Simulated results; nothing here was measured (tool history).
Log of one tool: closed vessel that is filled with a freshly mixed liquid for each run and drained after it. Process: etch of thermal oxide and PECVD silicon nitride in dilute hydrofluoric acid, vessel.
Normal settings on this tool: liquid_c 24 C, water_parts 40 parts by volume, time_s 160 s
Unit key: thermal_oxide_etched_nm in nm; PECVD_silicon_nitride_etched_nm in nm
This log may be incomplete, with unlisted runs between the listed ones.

run	hour	liquid_c	water_parts	time_s	read-back film thickness of the thermal oxide reference wafer, read on the same gauge (nm)	read-back film thickness of the PECVD silicon nitride reference wafer, read on the same gauge (nm)	thermal_oxide_etched_nm	PECVD_silicon_nitride_etched_nm
1	0.0	21	40	160	140.02	120.00	17.52	7.08
2	18.3	21	40	160	140.01	120.00	17.55	7.10
3	42.1	21	40	160	140.02	120.02	17.46	7.09
4	65.0	24	40	160	140.00	120.02	19.84	8.73
5	78.4	24	40	160	140.00	119.99	19.92	8.73
6	104.3	24	40	160	140.01	119.99	19.80	8.72
7	116.4	24	40	160	140.00	120.00	19.78	8.75
8	152.0	28	40	195	139.98	120.02	28.23	13.87
9	185.9	24	40	250	139.99	119.99	31.01	13.60
10	205.8	24	40	200	139.99	120.02	24.71	10.93
11	235.0	24	20	160	140.03	119.98	40.94	17.03
12	248.7	24	50	160	139.99	119.98	15.75	7.03
13	272.0	24	25	215	139.99	120.00	43.25	18.24
14	307.6	24	40	160	139.95	120.00	19.85	8.82

Withheld: 4 entries from between the runs. Position of each, and hidden state at the listed run before versus the listed run after:
Between runs 1 and 2: gauge calibrated (hour 2.7)
  no hidden state differs between the two runs
Between runs 9 and 10: gauge calibrated (hour 195.7); thermometer replaced (hour 200.1)
  no hidden state differs between the two runs
Between runs 10 and 11: hydrofluoric acid flow meter replaced (hour 219.7)
  no hidden state differs between the two runs
